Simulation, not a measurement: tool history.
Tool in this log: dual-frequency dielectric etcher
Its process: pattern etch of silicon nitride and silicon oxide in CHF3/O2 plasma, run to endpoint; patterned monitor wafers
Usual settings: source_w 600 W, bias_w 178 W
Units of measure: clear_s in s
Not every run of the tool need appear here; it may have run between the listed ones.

| run | hour | source_w | bias_w | wafers since the last listed run | hours since the last wet clean | hours since the last source power generator calibration | hours since the last bias power generator calibration | hours since the last upper electrode change | incoming incoming film thickness, nm | clear_s |
|---|---|---|---|---|---|---|---|---|---|---|
| 1 | 0.0 | 600 | 178 | 0 | 317.5 | 3858.9 | 2106.0 | 3349.2 | 211.3 | 136.9 |
| 2 | 28.7 | 600 | 178 | 236 | 346.2 | 3887.6 | 2134.7 | 3377.9 | 208.9 | 135.6 |
| 3 | 98.9 | 600 | 178 | 579 | 416.4 | 3957.8 | 2204.9 | 3448.1 | 209.8 | 136.2 |
|  | 152.2 | wet clean of the chamber |
| 4 | 152.7 | 600 | 178 | 245 | 0.5 | 4011.6 | 2258.7 | 3501.9 | 210.8 | 134.8 |
| 5 | 219.7 | 600 | 178 | 552 | 67.5 | 4078.6 | 2325.7 | 3568.9 | 209.4 | 134.4 |
|  | 277.2 | upper electrode replaced |
| 6 | 278.3 | 600 | 178 | 285 | 126.1 | 4137.2 | 2384.3 | 1.1 | 211.0 | 135.2 |
| 7 | 336.9 | 600 | 178 | 483 | 184.7 | 4195.8 | 2442.9 | 59.7 | 211.6 | 136.2 |
| 8 | 389.7 | 490 | 218 | 435 | 237.5 | 4248.6 | 2495.7 | 112.5 | 209.9 | 135.1 |
|  | 409.2 | bias power generator calibrated |
|  | 417.1 | source power generator calibrated |
| 9 | 458.9 | 600 | 178 | 504 | 306.7 | 41.8 | 49.7 | 181.7 | 209.7 | 135.8 |
| 10 | 497.0 | 600 | 178 | 314 | 344.8 | 79.9 | 87.8 | 219.8 | 208.5 | 134.3 |
|  | 586.6 | wet clean of the chamber |
| 11 | 622.7 | 490 | 178 | 838 | 36.1 | 205.6 | 213.5 | 345.5 | 208.3 | 143.3 |
| 12 | 681.3 | 510 | 209 | 483 | 94.7 | 264.2 | 272.1 | 404.1 | 208.7 | 133.5 |
| 13 | 752.1 | 650 | 167 | 583 | 165.5 | 335.0 | 342.9 | 474.9 | 211.5 | 134.6 |
| 14 | 810.2 | 600 | 178 | 479 | 223.6 | 393.1 | 401.0 | 533.0 | 208.7 | 133.8 |
| 15 | 835.3 | 680 | 159 | 207 | 248.7 | 418.2 | 426.1 | 558.1 | 212.1 | 135.9 |

Hidden state, per run?
source power that arrives over what is set, %: 0 on each run
bias power that arrives over what is set, %: 0 on each run
H1: etch rate over this chamber's usual, %
| run | H1 |
|---|---|
| 1 | -1.17 |
| 2 | -1.26 |
| 3 | -1.48 |
| 4 | 0.0598 |
| 5 | -0.147 |
| 6 | -0.328 |
| 7 | -0.508 |
| 8 | -0.671 |
| 9 | -0.884 |
| 10 | -1 |
| 11 | -0.0603 |
| 12 | -0.241 |
| 13 | -0.459 |
| 14 | -0.639 |
| 15 | -0.716 |
